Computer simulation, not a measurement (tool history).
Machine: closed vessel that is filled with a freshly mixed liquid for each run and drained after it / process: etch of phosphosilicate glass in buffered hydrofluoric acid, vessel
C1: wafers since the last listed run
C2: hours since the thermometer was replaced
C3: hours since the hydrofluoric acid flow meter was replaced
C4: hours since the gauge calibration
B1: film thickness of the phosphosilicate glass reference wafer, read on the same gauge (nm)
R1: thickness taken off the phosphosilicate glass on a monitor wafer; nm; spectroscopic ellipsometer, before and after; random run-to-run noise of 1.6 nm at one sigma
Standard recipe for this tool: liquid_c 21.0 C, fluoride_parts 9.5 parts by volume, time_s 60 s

{"run": 1, "hour": 0.0, "liquid_c": 18.0, "fluoride_parts": 9.5, "time_s": 40, "C1": 0, "C2": 940.2, "C3": 503.2, "C4": 312.6, "B1": 50.49, "R1": 199.35}
{"run": 2, "hour": 34.8, "liquid_c": 21.0, "fluoride_parts": 9.5, "time_s": 60, "C1": 4436, "C2": 975.0, "C3": 538.0, "C4": 347.4, "B1": 50.62, "R1": 357.1}
{"run": 3, "hour": 51.3, "liquid_c": 21.0, "fluoride_parts": 9.5, "time_s": 60, "C1": 2103, "C2": 991.5, "C3": 554.5, "C4": 363.9, "B1": 50.72, "R1": 357.6}
{"run": 4, "hour": 85.8, "liquid_c": 21.0, "fluoride_parts": 9.5, "time_s": 60, "C1": 4397, "C2": 1026.0, "C3": 589.0, "C4": 398.4, "B1": 50.84, "R1": 356.6}
{"run": 5, "hour": 99.9, "liquid_c": 21.0, "fluoride_parts": 9.5, "time_s": 60, "C1": 1797, "C2": 1040.1, "C3": 603.1, "C4": 412.5, "B1": 50.89, "R1": 356.32}
{"hour": 111.1, "done": "gauge calibrated"}
{"run": 6, "hour": 132.6, "liquid_c": 21.0, "fluoride_parts": 9.5, "time_s": 60, "C1": 4168, "C2": 1072.8, "C3": 635.8, "C4": 21.5, "B1": 50.1, "R1": 349.87}
{"run": 7, "hour": 161.5, "liquid_c": 21.0, "fluoride_parts": 7.5, "time_s": 45, "C1": 3683, "C2": 1101.7, "C3": 664.7, "C4": 50.4, "B1": 50.14, "R1": 333.37}
{"hour": 181.2, "done": "hydrofluoric acid flow meter replaced"}
{"run": 8, "hour": 181.9, "liquid_c": 21.0, "fluoride_parts": 7.5, "time_s": 45, "C1": 2472, "C2": 1122.1, "C3": 0.7, "C4": 70.8, "B1": 50.13, "R1": 331.75}
{"run": 9, "hour": 205.1, "liquid_c": 21.0, "fluoride_parts": 7.5, "time_s": 45, "C1": 2957, "C2": 1145.3, "C3": 23.9, "C4": 94.0, "B1": 50.15, "R1": 331.78}
{"run": 10, "hour": 232.2, "liquid_c": 21.0, "fluoride_parts": 9.5, "time_s": 60, "C1": 3454, "C2": 1172.4, "C3": 51.0, "C4": 121.1, "B1": 50.18, "R1": 351.99}
{"run": 11, "hour": 245.3, "liquid_c": 21.0, "fluoride_parts": 9.5, "time_s": 60, "C1": 1669, "C2": 1185.5, "C3": 64.1, "C4": 134.2, "B1": 50.19, "R1": 351.35}
{"run": 12, "hour": 294.3, "liquid_c": 21.0, "fluoride_parts": 9.5, "time_s": 60, "C1": 6246, "C2": 1234.5, "C3": 113.1, "C4": 183.2, "B1": 50.28, "R1": 354.94}
{"run": 13, "hour": 319.0, "liquid_c": 21.0, "fluoride_parts": 11.0, "time_s": 60, "C1": 3148, "C2": 1259.2, "C3": 137.8, "C4": 207.9, "B1": 50.35, "R1": 312.86}
{"run": 14, "hour": 350.0, "liquid_c": 19.0, "fluoride_parts": 6.5, "time_s": 80, "C1": 3951, "C2": 1290.2, "C3": 168.8, "C4": 238.9, "B1": 50.42, "R1": 613.12}
{"hour": 379.0, "done": "thermometer replaced"}
{"run": 15, "hour": 379.5, "liquid_c": 19.5, "fluoride_parts": 6.5, "time_s": 60, "C1": 3632, "C2": 0.5, "C3": 198.3, "C4": 268.4, "B1": 50.48, "R1": 467.96}
{"run": 16, "hour": 399.3, "liquid_c": 18.0, "fluoride_parts": 6.0, "time_s": 30, "C1": 2523, "C2": 20.3, "C3": 218.1, "C4": 288.2, "B1": 50.52, "R1": 233.96}
{"run": 17, "hour": 431.1, "liquid_c": 22.5, "fluoride_parts": 8.0, "time_s": 60, "C1": 4053, "C2": 52.1, "C3": 249.9, "C4": 320.0, "B1": 50.62, "R1": 454.1}
{"hour": 452.0, "done": "gauge calibrated"}
{"run": 18, "hour": 455.0, "liquid_c": 21.0, "fluoride_parts": 7.0, "time_s": 60, "C1": 3046, "C2": 76.0, "C3": 273.8, "C4": 3.0, "B1": 49.94, "R1": 479.72}
{"run": 19, "hour": 468.7, "liquid_c": 22.5, "fluoride_parts": 7.0, "time_s": 60, "C1": 1746, "C2": 89.7, "C3": 287.5, "C4": 16.7, "B1": 49.97, "R1": 516.92}
{"run": 20, "hour": 492.9, "liquid_c": 21.0, "fluoride_parts": 9.5, "time_s": 60, "C1": 3084, "C2": 113.9, "C3": 311.7, "C4": 40.9, "B1": 49.94, "R1": 350.1}
{"run": 21, "hour": 510.7, "liquid_c": 22.5, "fluoride_parts": 8.0, "time_s": 60, "C1": 2268, "C2": 131.7, "C3": 329.5, "C4": 58.7, "B1": 49.96, "R1": 449.75}
{"run": 22, "hour": 544.3, "liquid_c": 21.0, "fluoride_parts": 9.5, "time_s": 60, "C1": 4283, "C2": 165.3, "C3": 363.1, "C4": 92.3, "B1": 50.0, "R1": 352.37}
{"run": 23, "hour": 566.2, "liquid_c": 17.0, "fluoride_parts": 8.0, "time_s": 35, "C1": 2791, "C2": 187.2, "C3": 385.0, "C4": 114.2, "B1": 50.03, "R1": 193.22}
{"run": 24, "hour": 584.5, "liquid_c": 21.0, "fluoride_parts": 9.5, "time_s": 60, "C1": 2332, "C2": 205.5, "C3": 403.3, "C4": 132.5, "B1": 50.04, "R1": 352.87}

Consider 4 possible next runs. They are alternatives, not a sequence: every one starts from the tool as it was left by run 24. What does each give?
{"run": "A", "hour": 585.2, "liquid_c": 21.0, "fluoride_parts": 9.5, "time_s": 60, "C1": 89, "C2": 206.2, "C3": 404.0, "C4": 133.2, "B1": "?", "R1": "?"}
{"run": "B", "hour": 585.2, "liquid_c": 21.0, "fluoride_parts": 5.5, "time_s": 60, "C1": 89, "C2": 206.2, "C3": 404.0, "C4": 133.2, "B1": "?", "R1": "?"}
{"run": "C", "hour": 585.2, "liquid_c": 22.5, "fluoride_parts": 13.0, "time_s": 30, "C1": 89, "C2": 206.2, "C3": 404.0, "C4": 133.2, "B1": "?", "R1": "?"}
{"run": "D", "hour": 585.2, "liquid_c": 23.0, "fluoride_parts": 6.5, "time_s": 70, "C1": 89, "C2": 206.2, "C3": 404.0, "C4": 133.2, "B1": "?", "R1": "?"}

run=A B1=50.08 R1=349.93
run=B B1=50.08 R1=584.83
run=C B1=50.08 R1=142.47
run=D B1=50.08 R1=660.31
Had the tool no hidden state, the same runs would have come out as:
run=A R1=349.64
run=B R1=584.35
run=C R1=142.35
run=D R1=659.76
